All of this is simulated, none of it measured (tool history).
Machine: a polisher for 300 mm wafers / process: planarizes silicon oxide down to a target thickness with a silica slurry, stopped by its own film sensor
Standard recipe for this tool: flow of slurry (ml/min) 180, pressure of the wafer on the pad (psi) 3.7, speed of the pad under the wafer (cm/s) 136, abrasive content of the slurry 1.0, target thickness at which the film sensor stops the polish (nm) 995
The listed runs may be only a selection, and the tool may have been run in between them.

run   hour  flow of slurry (ml/min)  pressure of the wafer on the pad (psi)  speed of the pad under the wafer (cm/s)  abrasive content of the slurry  target thickness at which the film sensor stops the polish (nm)  wafers since the last listed run  wafers polished on this pad  hours since the slurry nozzle was cleaned  hours since the head pressure was calibrated  hours since the slurry blender was calibrated  hours since the conditioning disc was replaced  incoming thickness of the incoming film, nm  time until the film sensor stopped the polish (s)
  1    0.0                      180                                     2.7                                      136                             1.0                                                              995                                 0                          148                                      462.8                                         356.1                                            2.6                                           331.8                                       1257.0                                               97.0
  2   25.0                      180                                     3.7                                      136                             1.0                                                              995                               136                          284                                      487.8                                         381.1                                           27.6                                           356.8                                       1273.8                                               75.1
  3   44.6                      180                                     3.7                                      136                             1.0                                                              995                               106                          391                                      507.4                                         400.7                                           47.2                                           376.4                                       1248.1                                               67.9
  4   70.8                      180                                     3.7                                      136                             1.0                                                              995                               142                          534                                      533.6                                         426.9                                           73.4                                           402.6                                       1257.6                                               71.5
      80.1  -- conditioning disc replaced and pad reconditioned
  5   93.6                      180                                     3.7                                      136                             1.0                                                              995                               113                          647                                      556.4                                         449.7                                           96.2                                            13.5                                       1270.1                                               75.6
  6  122.1                      180                                     3.7                                      136                             1.0                                                              995                               155                          802                                      584.9                                         478.2                                          124.7                                            42.0                                       1263.8                                               76.0
     147.3  -- worn pad replaced by a new one
  7  154.1                      180                                     3.7                                      136                             1.0                                                              995                               152                           36                                      616.9                                         510.2                                          156.7                                            74.0                                       1252.1                                               67.2
  8  185.7                      180                                     3.7                                      136                             1.0                                                              995                               172                          208                                      648.5                                         541.8                                          188.3                                           105.6                                       1267.8                                               73.0
     236.2  -- slurry blender recalibrated
  9  244.7                      180                                     3.7                                      136                             1.0                                                              995                               310                          519                                      707.5                                         600.8                                            8.5                                           164.6                                       1259.9                                               72.7
 10  270.0                      180                                     4.7                                      136                             1.0                                                              934                               137                          657                                      732.8                                         626.1                                           33.8                                           189.9                                       1234.2                                               66.8
 11  302.2                      180                                     3.7                                      136                             1.0                                                              995                               175                          832                                      765.0                                         658.3                                           66.0                                           222.1                                       1248.8                                               71.1
 12  333.2                      160                                     3.7                                      184                             1.2                                                              995                               168                         1001                                      796.0                                         689.3                                           97.0                                           253.1                                       1244.3                                               53.2
 13  361.4                      230                                     3.1                                      182                             1.0                                                              995                               153                         1154                                      824.2                                         717.5                                          125.2                                           281.3                                       1245.4                                               66.7
     371.9  -- worn pad replaced by a new one
 14  383.5                      155                                     3.7                                      136                             1.0                                                              995                                98                           63                                      846.3                                         739.6                                          147.3                                           303.4                                       1257.4                                               70.7

Run 15, settings as shown, results not yet in. Your forecast:
     415.9  -- slurry nozzle cleaned
 15  418.2                      180                                     3.7                                       94                             1.0                                                              995                               183                          246                                        2.3                                         774.3                                          182.0                                           338.1                                       1247.9                                                  ?

time until the film sensor stopped the polish (s): 91.7
On a tool with no hidden condition, and with the same random variation, this run would have come out at time until the film sensor stopped the polish (s) 89.6.
